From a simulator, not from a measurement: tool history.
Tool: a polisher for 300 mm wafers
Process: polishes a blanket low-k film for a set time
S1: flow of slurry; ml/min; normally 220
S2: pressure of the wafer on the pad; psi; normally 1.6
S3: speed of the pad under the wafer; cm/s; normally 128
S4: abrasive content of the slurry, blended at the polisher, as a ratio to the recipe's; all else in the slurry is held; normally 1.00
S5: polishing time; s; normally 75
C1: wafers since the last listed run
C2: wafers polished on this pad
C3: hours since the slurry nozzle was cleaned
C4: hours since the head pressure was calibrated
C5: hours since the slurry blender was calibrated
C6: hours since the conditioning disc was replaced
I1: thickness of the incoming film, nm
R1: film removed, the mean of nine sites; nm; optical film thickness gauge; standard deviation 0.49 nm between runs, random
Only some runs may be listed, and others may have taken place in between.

run,hour,S1,S2,S3,S4,S5,C1,C2,C3,C4,C5,C6,I1,R1
1,0.0,220,1.6,128,0.75,75,0,1102,21.6,1059.5,134.9,155.9,530.5,29.4
2,30.4,270,1.6,128,1.00,75,175,1277,52.0,1089.9,165.3,186.3,527.4,36.7
3,59.2,270,1.6,128,1.00,75,165,1443,80.8,1118.7,194.1,215.1,515.4,36.1
# hour 95.4: worn pad replaced by a new one
4,116.5,220,1.5,128,1.00,75,306,121,138.1,1176.0,251.4,272.4,524.7,31.8
# hour 182.7: conditioning disc replaced and pad reconditioned
5,183.2,220,1.5,128,1.00,75,372,493,204.8,1242.7,318.1,0.5,523.2,30.9
# hour 198.4: slurry blender recalibrated
6,218.5,220,1.5,128,1.00,75,191,685,240.1,1278.0,20.1,35.8,522.0,31.2
# hour 248.4: head pressure recalibrated
7,249.7,220,1.6,128,1.00,75,168,853,271.3,1.3,51.3,67.0,525.1,32.2
8,295.1,220,1.6,128,1.00,75,261,1115,316.7,46.7,96.7,112.4,515.3,33.0
9,322.8,220,1.6,128,1.00,75,159,1274,344.4,74.4,124.4,140.1,516.2,32.4
# hour 349.8: worn pad replaced by a new one
10,383.2,220,1.6,128,1.00,75,324,192,404.8,134.8,184.8,200.5,512.6,33.4
# hour 394.8: slurry nozzle cleaned
11,413.9,290,1.6,92,0.90,96,171,363,19.1,165.5,215.5,231.2,524.7,33.3
12,458.5,220,1.6,128,1.00,84,256,620,63.7,210.1,260.1,275.8,522.0,38.3
# hour 478.7: slurry blender recalibrated
13,486.8,145,1.6,128,1.00,75,151,771,92.0,238.4,8.1,304.1,529.5,31.7
14,535.8,220,1.6,166,0.85,75,282,1053,141.0,287.4,57.1,353.1,519.4,37.1
# hour 556.4: conditioning disc replaced and pad reconditioned
15,564.5,220,1.6,128,1.00,75,153,1207,169.7,316.1,85.8,8.1,522.8,32.7
# hour 643.6: worn pad replaced by a new one
# hour 745.3: slurry nozzle cleaned
16,745.8,220,1.6,128,0.85,86,1015,582,0.5,497.4,267.1,189.4,522.5,36.9
# hour 763.9: slurry blender recalibrated
17,816.7,220,1.6,128,1.00,75,396,979,71.4,568.3,52.8,260.3,529.0,34.6
# hour 862.5: conditioning disc replaced and pad reconditioned
18,872.3,220,1.8,142,0.90,57,308,1287,127.0,623.9,108.4,9.8,529.6,30.2
# hour 917.0: worn pad replaced by a new one
19,927.8,200,1.6,128,1.15,57,296,62,182.5,679.4,163.9,65.3,523.6,27.2
20,975.3,265,1.2,116,1.00,85,273,335,230.0,726.9,211.4,112.8,526.3,26.6
21,1032.0,220,1.6,128,1.00,75,326,662,286.7,783.6,268.1,169.5,512.8,32.5
22,1061.0,265,2.2,166,1.00,84,166,829,315.7,812.6,297.1,198.5,519.8,64.4
# hour 1078.1: slurry blender recalibrated
# hour 1081.4: slurry nozzle cleaned
23,1123.5,220,1.6,128,1.00,75,342,1171,42.1,875.1,45.4,261.0,522.7,34.7
24,1168.3,175,1.6,116,1.00,75,257,1429,86.9,919.9,90.2,305.8,525.6,31.5
# hour 1178.3: worn pad replaced by a new one
# hour 1189.0: conditioning disc replaced and pad reconditioned
25,1237.4,250,1.6,144,1.00,93,363,328,156.0,989.0,159.3,48.4,525.4,47.7

Each row is a separate what-if for the run after 25, all from the same tool condition, not one after another. Results?
A,1237.8,220,1.6,128,1.00,75,2,331,156.4,989.4,159.7,48.8,509.6,?
B,1237.8,220,2.1,128,0.70,75,2,331,156.4,989.4,159.7,48.8,509.6,?
C,1237.8,220,1.6,128,1.20,75,2,331,156.4,989.4,159.7,48.8,509.6,?
D,1237.8,220,1.2,128,1.00,60,2,331,156.4,989.4,159.7,48.8,509.6,?

run,R1
A,32.7
B,32.6
C,36.2
D,19.6
What these runs would have given with no unlogged condition in the tool:
run,R1
A,34.7
B,34.6
C,38.5
D,20.8
